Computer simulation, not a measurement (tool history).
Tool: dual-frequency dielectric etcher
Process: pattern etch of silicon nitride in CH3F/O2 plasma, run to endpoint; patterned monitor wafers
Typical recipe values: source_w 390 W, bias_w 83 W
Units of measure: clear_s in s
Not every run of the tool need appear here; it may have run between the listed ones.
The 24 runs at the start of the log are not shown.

run    hour  source_w  bias_w  wafers since the last listed run  hours since the last wet clean  hours since the last source power generator calibration  hours since the last bias power generator calibration  hours since the last upper electrode change  incoming incoming film thickness, nm  clear_s
 25  1306.5       390      83                               898                           524.8                                                   2264.9                                                  677.5                                        508.2                                  97.8    113.3
     1324.7  -- source power generator calibrated
 26  1351.0       300      65                               183                           569.3                                                     26.3                                                  722.0                                        552.7                                  98.0    124.6
 27  1397.4       390      83                               210                           615.7                                                     72.7                                                  768.4                                        599.1                                  98.3    114.3
     1444.3  -- wet clean of the chamber
 28  1444.8       390      83                               106                             0.5                                                    120.1                                                  815.8                                        646.5                                  98.6    112.3
 29  1500.6       390      83                               253                            56.3                                                    175.9                                                  871.6                                        702.3                                  97.9    112.6
 30  1557.4       390      83                               257                           113.1                                                    232.7                                                  928.4                                        759.1                                  97.3    112.1
 31  1603.9       440      97                               211                           159.6                                                    279.2                                                  974.9                                        805.6                                  98.9    107.4
 32  1639.0       310      68                               159                           194.7                                                    314.3                                                 1010.0                                        840.7                                  97.5    121.0
 33  1688.6       440      99                               225                           244.3                                                    363.9                                                 1059.6                                        890.3                                  97.2    105.4
 34  1729.5       470      83                               185                           285.2                                                    404.8                                                 1100.5                                        931.2                                  96.8    107.3

Predict each of these 5 candidate next runs independently; none follows another, all start after run 34:
  A  1730.0       320      83                                 2                           285.7                                                    405.3                                                 1101.0                                        931.7                                  97.2        ?
  B  1730.0       360      99                                 2                           285.7                                                    405.3                                                 1101.0                                        931.7                                  97.2        ?
  C  1730.0       340      71                                 2                           285.7                                                    405.3                                                 1101.0                                        931.7                                  97.2        ?
  D  1730.0       330      83                                 2                           285.7                                                    405.3                                                 1101.0                                        931.7                                  97.2        ?
  E  1730.0       450      89                                 2                           285.7                                                    405.3                                                 1101.0                                        931.7                                  97.2        ?

run  clear_s
  A    115.3
  B    108.8
  C    117.5
  D    114.7
  E    106.7
Without the tool's unlogged condition, the same runs would have read:
run  clear_s
  A    114.5
  B    108.2
  C    116.8
  D    113.9
  E    106.1

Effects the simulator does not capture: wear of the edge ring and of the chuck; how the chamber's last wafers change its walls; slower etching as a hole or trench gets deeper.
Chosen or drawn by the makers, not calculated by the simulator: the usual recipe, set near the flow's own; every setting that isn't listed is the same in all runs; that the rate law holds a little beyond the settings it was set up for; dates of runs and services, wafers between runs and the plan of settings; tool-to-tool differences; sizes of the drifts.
